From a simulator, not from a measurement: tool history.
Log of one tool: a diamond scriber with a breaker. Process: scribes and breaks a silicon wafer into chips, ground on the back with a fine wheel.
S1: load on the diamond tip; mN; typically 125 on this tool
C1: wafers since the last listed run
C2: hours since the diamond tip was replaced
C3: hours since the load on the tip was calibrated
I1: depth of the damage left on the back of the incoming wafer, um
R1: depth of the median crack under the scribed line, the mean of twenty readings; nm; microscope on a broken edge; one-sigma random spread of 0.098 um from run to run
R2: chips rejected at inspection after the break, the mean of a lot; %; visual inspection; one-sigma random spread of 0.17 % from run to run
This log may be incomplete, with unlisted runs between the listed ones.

run,hour,S1,C1,C2,C3,I1,R1,R2
1,0,109,0,302.7,528.2,1.91,7360,4.3
2,63.3,109,69,366,591.5,2.19,7240,5.31
3,126.8,125,69,429.5,655,2.11,8190,2.95
4,152.6,125,28,455.3,680.8,2.67,8320,4.92
5,212.4,117,65,515.1,740.6,2.15,7850,3.76
6,252.4,125,43,555.1,780.6,2.98,8260,6.53
7,450.3,125,217,753,978.5,2.99,8300,6.47
8,501.5,125,56,804.2,1029.7,2.04,8420,2.81
9,540.6,125,42,843.3,1068.8,1.96,8430,2.72
10,606.7,125,72,909.4,1134.9,2.84,8310,5.87
11,652.6,125,50,955.3,1180.8,1.5,8300,1.82
12,708.7,125,61,1011.4,1236.9,2.28,8600,3.47
13,756.1,114,52,1058.8,1284.3,2.19,8020,3.6
14,796.3,162,44,1099,1324.5,1.58,10330,8.84
15,836.6,125,44,1139.3,1364.8,2.81,8530,5.43
# hour 913.5: diamond tip replaced by a new one
16,913.8,96,82,0.3,1442,1.93,6690,7.65
17,976.5,97,68,63,1504.7,2.61,6790,10.27
18,1034.1,89,63,120.6,1562.3,2.94,6290,20.33
# hour 1098.7: load on the tip recalibrated
19,1099.2,136,69,185.7,0.5,2.05,9020,3.65
20,1130.9,158,34,217.4,32.2,2.77,10080,8.8
21,1162.6,115,34,249.1,63.9,2.35,7670,4.84
22,1192.8,112,33,279.3,94.1,1.79,7450,3.55
23,1261.8,117,75,348.3,163.1,2,7550,3.35
24,1292.5,125,33,379,193.8,2.27,8140,3.5
25,1339.3,159,51,425.8,240.6,1.78,10140,6.43
26,1378.2,117,42,464.7,279.5,1.94,7720,3.09

Run 27, settings as shown, results not yet in. Your forecast:
27,1423.5,125,49,510,324.8,2.24,?,?

{"run 27": {"R1": 8210, "R2": 3.26}}
On a tool with no hidden condition, and with the same random variation, this run would have come out at R1 8020 nm, R2 3.35 %.
